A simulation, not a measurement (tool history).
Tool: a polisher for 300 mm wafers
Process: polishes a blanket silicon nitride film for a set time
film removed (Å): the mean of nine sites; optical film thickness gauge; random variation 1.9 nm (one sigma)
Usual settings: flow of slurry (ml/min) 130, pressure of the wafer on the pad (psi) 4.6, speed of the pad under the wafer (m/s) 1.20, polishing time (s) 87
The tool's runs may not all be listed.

run    hour  flow of slurry (ml/min)  pressure of the wafer on the pad (psi)  speed of the pad under the wafer (m/s)  polishing time (s)  wafers since the last listed run  wafers polished on this pad  hours since the slurry nozzle was cleaned  hours since the head pressure was calibrated  incoming thickness of the incoming film, nm  film removed (Å)
  1     0.0                      145                                     4.6                                    1.20                  95                                 0                         1709                                      338.7                                         406.0                                        725.6              2707
       29.1  -- slurry nozzle cleaned
  2    85.7                      145                                     4.6                                    1.20                  95                               625                         2335                                       56.6                                         491.7                                        719.8              2718
      159.7  -- worn pad replaced by a new one
  3   160.2                       95                                     4.6                                    1.20                  87                               520                            3                                      131.1                                         566.2                                        732.9              2262
      230.6  -- head pressure recalibrated
  4   236.5                       95                                     4.6                                    1.20                  87                               548                          552                                      207.4                                           5.9                                        725.7              2201
  5   304.4                      130                                     4.6                                    1.20                  87                               501                         1053                                      275.3                                          73.8                                        727.7              2360
  6   373.2                      130                                     4.6                                    1.20                  87                               507                         1561                                      344.1                                         142.6                                        737.6              2377
      395.7  -- slurry nozzle cleaned
  7   449.6                      130                                     4.6                                    1.20                  87                               556                         2118                                       53.9                                         219.0                                        738.7              2371
      501.0  -- worn pad replaced by a new one
  8   516.5                      130                                     4.6                                    1.20                  87                               464                          114                                      120.8                                         285.9                                        737.8              2360
  9   611.3                      155                                     4.6                                    1.20                  77                               699                          814                                      215.6                                         380.7                                        742.9              2213
 10   700.7                      155                                     4.6                                    1.20                  77                               660                         1474                                      305.0                                         470.1                                        744.8              2206
      732.6  -- slurry nozzle cleaned
 11   764.4                      155                                     4.6                                    1.20                  77                               462                         1937                                       31.8                                         533.8                                        725.5              2271
      814.9  -- head pressure recalibrated
 12   836.2                      130                                     4.6                                    1.20                  87                               515                         2452                                      103.6                                          21.3                                        737.7              2338
      871.1  -- worn pad replaced by a new one
 13   883.8                      130                                     4.6                                    1.20                  87                               321                           94                                      151.2                                          68.9                                        738.0              2374
 14   948.8                      130                                     4.6                                    1.20                  87                               479                          573                                      216.2                                         133.9                                        724.7              2335
 15  1022.2                      130                                     4.6                                    1.20                  62                               541                         1115                                      289.6                                         207.3                                        721.1              1692
     1086.5  -- slurry nozzle cleaned
 16  1107.0                      130                                     5.7                                    1.00                  87                               618                         1734                                       20.5                                         292.1                                        726.3              2575
 17  1196.0                      130                                     4.6                                    1.54                  87                               657                         2391                                      109.5                                         381.1                                        732.2              2915
     1214.1  -- worn pad replaced by a new one, of another model than before
 18  1245.2                      130                                     4.6                                    0.86                  87                               333                          229                                      158.7                                         430.3                                        719.3              2099
 19  1331.3                      160                                     5.3                                    1.62                  59                               635                          865                                      244.8                                         516.4                                        736.4              2164
     1390.5  -- head pressure recalibrated
 20  1399.4                      130                                     5.5                                    1.44                 105                               488                         1353                                      312.9                                           8.9                                        739.5              3519
     1436.5  -- slurry nozzle cleaned
 21  1449.3                      130                                     4.6                                    1.20                  87                               361                         1714                                       12.8                                          58.8                                        725.9              2352
 22  1489.6                      160                                     5.3                                    1.62                  59                               297                         2011                                       53.1                                          99.1                                        730.5              2088
 23  1558.3                      115                                     3.9                                    1.20                  62                               507                         2519                                      121.8                                         167.8                                        732.1              1473
     1582.6  -- worn pad replaced by a new one
 24  1648.8                      110                                     4.0                                    1.40                  67                               638                          488                                      212.3                                         258.3                                        732.2              1747
 25  1725.3                      130                                     3.2                                    1.20                  87                               564                         1053                                      288.8                                         334.8                                        742.8              1919
 26  1768.3                      130                                     6.1                                    1.20                 102                               317                         1371                                      331.8                                         377.8                                        723.4              3426

Hidden state at the last listed run before each entry between runs and at the first one after, where it differs:
Between runs 1 and 2: slurry nozzle cleaned (hour 29.1)
  deviation of the head's pressure from its setpoint, %: 2.12 -> 3.21
  measured less the result without the state, film removed (Å): +57 -> +85
Between runs 2 and 3: worn pad replaced by a new one (hour 159.7)
  deviation of the head's pressure from its setpoint, %: 3.21 -> 4.32
  measured less the result without the state, film removed (Å): +85 -> +94
Between runs 3 and 4: head pressure recalibrated (hour 230.6)
  deviation of the head's pressure from its setpoint, %: 4.32 -> -0.675
  measured less the result without the state, film removed (Å): +94 -> -15
Between runs 6 and 7: slurry nozzle cleaned (hour 395.7)
  deviation of the head's pressure from its setpoint, %: -0.387 -> 0.00359
  measured less the result without the state, film removed (Å): -9 -> +0
Between runs 7 and 8: worn pad replaced by a new one (hour 501.0)
  deviation of the head's pressure from its setpoint, %: 0.00359 -> 0.482
  measured less the result without the state, film removed (Å): +0 -> +11
Between runs 10 and 11: slurry nozzle cleaned (hour 732.6)
  deviation of the head's pressure from its setpoint, %: 2.45 -> 3.36
  measured less the result without the state, film removed (Å): +53 -> +73
Between runs 11 and 12: head pressure recalibrated (hour 814.9)
  deviation of the head's pressure from its setpoint, %: 3.36 -> -0.289
  measured less the result without the state, film removed (Å): +73 -> -7
Between runs 12 and 13: worn pad replaced by a new one (hour 871.1)
  deviation of the head's pressure from its setpoint, %: -0.289 -> -0.228
  measured less the result without the state, film removed (Å): -7 -> -5
Between runs 15 and 16: slurry nozzle cleaned (hour 1086.5)
  deviation of the head's pressure from its setpoint, %: 0.313 -> 0.912
  measured less the result without the state, film removed (Å): +5 -> +23
Between runs 17 and 18: worn pad replaced by a new one, of another model than before (hour 1214.1)
  deviation of the head's pressure from its setpoint, %: 1.76 -> 2.33
  measured less the result without the state, film removed (Å): +50 -> +32
Between runs 19 and 20: head pressure recalibrated (hour 1390.5)
  deviation of the head's pressure from its setpoint, %: 3.48 -> -0.912
  measured less the result without the state, film removed (Å): +50 -> -22
Between runs 20 and 21: slurry nozzle cleaned (hour 1436.5)
  deviation of the head's pressure from its setpoint, %: -0.912 -> -0.864
  measured less the result without the state, film removed (Å): -22 -> -14
Between runs 23 and 24: worn pad replaced by a new one (hour 1582.6)
  deviation of the head's pressure from its setpoint, %: -0.515 -> 0.0307
  measured less the result without the state, film removed (Å): -6 -> +0
